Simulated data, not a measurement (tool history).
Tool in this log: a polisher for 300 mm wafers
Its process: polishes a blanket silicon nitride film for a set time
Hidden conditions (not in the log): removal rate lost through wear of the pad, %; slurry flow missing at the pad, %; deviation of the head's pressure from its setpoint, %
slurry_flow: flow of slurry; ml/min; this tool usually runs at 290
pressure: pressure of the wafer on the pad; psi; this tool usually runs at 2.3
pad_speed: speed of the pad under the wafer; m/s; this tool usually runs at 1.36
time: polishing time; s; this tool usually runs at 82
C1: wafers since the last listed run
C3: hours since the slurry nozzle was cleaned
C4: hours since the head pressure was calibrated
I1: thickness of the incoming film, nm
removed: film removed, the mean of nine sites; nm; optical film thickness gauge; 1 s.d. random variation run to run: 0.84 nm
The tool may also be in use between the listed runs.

run 1 hour=0.0 | slurry_flow=290 pressure=2.3 pad_speed=1.36 time=82 | C1=0 wafers_polished_on_this_pad=233 C3=166.1 C4=360.5 | I1=799.9 | removed=124.0
run 2 hour=55.0 | slurry_flow=290 pressure=2.3 pad_speed=1.36 time=82 | C1=313 wafers_polished_on_this_pad=547 C3=221.1 C4=415.5 | I1=817.1 | removed=121.6
run 3 hour=181.9 | slurry_flow=290 pressure=2.3 pad_speed=1.36 time=82 | C1=722 wafers_polished_on_this_pad=1269 C3=348.0 C4=542.4 | I1=819.4 | removed=116.4
-- hour=224.5 worn pad replaced by a new one
run 4 hour=328.3 | slurry_flow=290 pressure=2.3 pad_speed=1.36 time=82 | C1=810 wafers_polished_on_this_pad=591 C3=494.4 C4=688.8 | I1=819.7 | removed=117.9
run 5 hour=379.7 | slurry_flow=290 pressure=2.3 pad_speed=1.36 time=82 | C1=292 wafers_polished_on_this_pad=884 C3=545.8 C4=740.2 | I1=806.3 | removed=116.2
-- hour=382.1 slurry nozzle cleaned
run 6 hour=443.4 | slurry_flow=290 pressure=2.3 pad_speed=1.36 time=82 | C1=357 wafers_polished_on_this_pad=1241 C3=61.3 C4=803.9 | I1=813.3 | removed=115.7
run 7 hour=500.3 | slurry_flow=290 pressure=2.3 pad_speed=1.36 time=82 | C1=324 wafers_polished_on_this_pad=1565 C3=118.2 C4=860.8 | I1=806.8 | removed=113.6
-- hour=516.3 worn pad replaced by a new one
run 8 hour=562.0 | slurry_flow=290 pressure=2.3 pad_speed=1.36 time=82 | C1=328 wafers_polished_on_this_pad=260 C3=179.9 C4=922.5 | I1=796.4 | removed=119.4
run 9 hour=599.3 | slurry_flow=290 pressure=2.6 pad_speed=1.36 time=82 | C1=212 wafers_polished_on_this_pad=472 C3=217.2 C4=959.8 | I1=811.0 | removed=132.0
run 10 hour=653.6 | slurry_flow=290 pressure=2.3 pad_speed=1.36 time=82 | C1=309 wafers_polished_on_this_pad=781 C3=271.5 C4=1014.1 | I1=808.4 | removed=115.8
run 11 hour=677.7 | slurry_flow=290 pressure=2.3 pad_speed=1.36 time=82 | C1=137 wafers_polished_on_this_pad=919 C3=295.6 C4=1038.2 | I1=819.4 | removed=115.1
-- hour=689.7 head pressure recalibrated
run 12 hour=706.0 | slurry_flow=290 pressure=2.3 pad_speed=1.36 time=82 | C1=149 wafers_polished_on_this_pad=1068 C3=323.9 C4=16.3 | I1=823.7 | removed=128.5
run 13 hour=741.7 | slurry_flow=335 pressure=2.3 pad_speed=1.36 time=82 | C1=203 wafers_polished_on_this_pad=1272 C3=359.6 C4=52.0 | I1=822.8 | removed=128.5
-- hour=863.5 slurry nozzle cleaned
-- hour=868.1 worn pad replaced by a new one
run 14 hour=879.3 | slurry_flow=290 pressure=2.3 pad_speed=1.36 time=82 | C1=755 wafers_polished_on_this_pad=63 C3=15.8 C4=189.6 | I1=812.2 | removed=132.6
run 15 hour=923.1 | slurry_flow=290 pressure=2.3 pad_speed=1.36 time=103 | C1=249 wafers_polished_on_this_pad=313 C3=59.6 C4=233.4 | I1=813.6 | removed=160.8
run 16 hour=965.6 | slurry_flow=290 pressure=2.3 pad_speed=1.50 time=56 | C1=242 wafers_polished_on_this_pad=555 C3=102.1 C4=275.9 | I1=796.8 | removed=93.1
run 17 hour=1029.3 | slurry_flow=225 pressure=2.3 pad_speed=1.80 time=74 | C1=362 wafers_polished_on_this_pad=917 C3=165.8 C4=339.6 | I1=816.6 | removed=134.3
run 18 hour=1092.5 | slurry_flow=290 pressure=3.0 pad_speed=1.84 time=82 | C1=359 wafers_polished_on_this_pad=1277 C3=229.0 C4=402.8 | I1=801.7 | removed=197.9
run 19 hour=1119.7 | slurry_flow=290 pressure=3.0 pad_speed=1.36 time=98 | C1=154 wafers_polished_on_this_pad=1432 C3=256.2 C4=430.0 | I1=810.8 | removed=188.2
-- hour=1152.0 worn pad replaced by a new one
run 20 hour=1169.2 | slurry_flow=290 pressure=2.5 pad_speed=1.60 time=82 | C1=259 wafers_polished_on_this_pad=97 C3=305.7 C4=479.5 | I1=800.4 | removed=155.9
run 21 hour=1219.8 | slurry_flow=290 pressure=2.3 pad_speed=1.36 time=82 | C1=288 wafers_polished_on_this_pad=386 C3=356.3 C4=530.1 | I1=818.7 | removed=121.6
run 22 hour=1261.1 | slurry_flow=290 pressure=2.3 pad_speed=1.36 time=82 | C1=235 wafers_polished_on_this_pad=621 C3=397.6 C4=571.4 | I1=808.5 | removed=122.4
-- hour=1332.1 slurry nozzle cleaned
run 23 hour=1332.6 | slurry_flow=290 pressure=2.3 pad_speed=1.36 time=82 | C1=401 wafers_polished_on_this_pad=1022 C3=0.5 C4=642.9 | I1=811.1 | removed=120.0
run 24 hour=1401.9 | slurry_flow=265 pressure=2.3 pad_speed=1.36 time=90 | C1=394 wafers_polished_on_this_pad=1417 C3=69.8 C4=712.2 | I1=804.7 | removed=129.0
run 25 hour=1460.8 | slurry_flow=340 pressure=2.9 pad_speed=1.36 time=82 | C1=335 wafers_polished_on_this_pad=1752 C3=128.7 C4=771.1 | I1=807.2 | removed=149.3
-- hour=1500.9 worn pad replaced by a new one
run 26 hour=1516.0 | slurry_flow=290 pressure=1.8 pad_speed=1.36 time=82 | C1=291 wafers_polished_on_this_pad=86 C3=183.9 C4=826.3 | I1=819.4 | removed=100.4
run 27 hour=1544.9 | slurry_flow=330 pressure=2.1 pad_speed=1.14 time=74 | C1=164 wafers_polished_on_this_pad=250 C3=212.8 C4=855.2 | I1=801.5 | removed=90.5

What if the next run were any one of these 3? Each begins from the tool's condition after run 27:
run A hour=1545.3 | slurry_flow=350 pressure=2.3 pad_speed=1.36 time=82 | C1=2 wafers_polished_on_this_pad=252 C3=213.2 C4=855.6 | I1=820.8 | removed=?
run B hour=1545.3 | slurry_flow=375 pressure=2.3 pad_speed=1.36 time=82 | C1=2 wafers_polished_on_this_pad=252 C3=213.2 C4=855.6 | I1=820.8 | removed=?
run C hour=1545.3 | slurry_flow=290 pressure=1.6 pad_speed=0.98 time=97 | C1=2 wafers_polished_on_this_pad=252 C3=213.2 C4=855.6 | I1=820.8 | removed=?

run=A removed=127.6
run=B removed=128.3
run=C removed=80.1
Without the tool's unlogged condition, the same runs would have read:
run=A removed=139.9
run=B removed=140.7
run=C removed=87.9
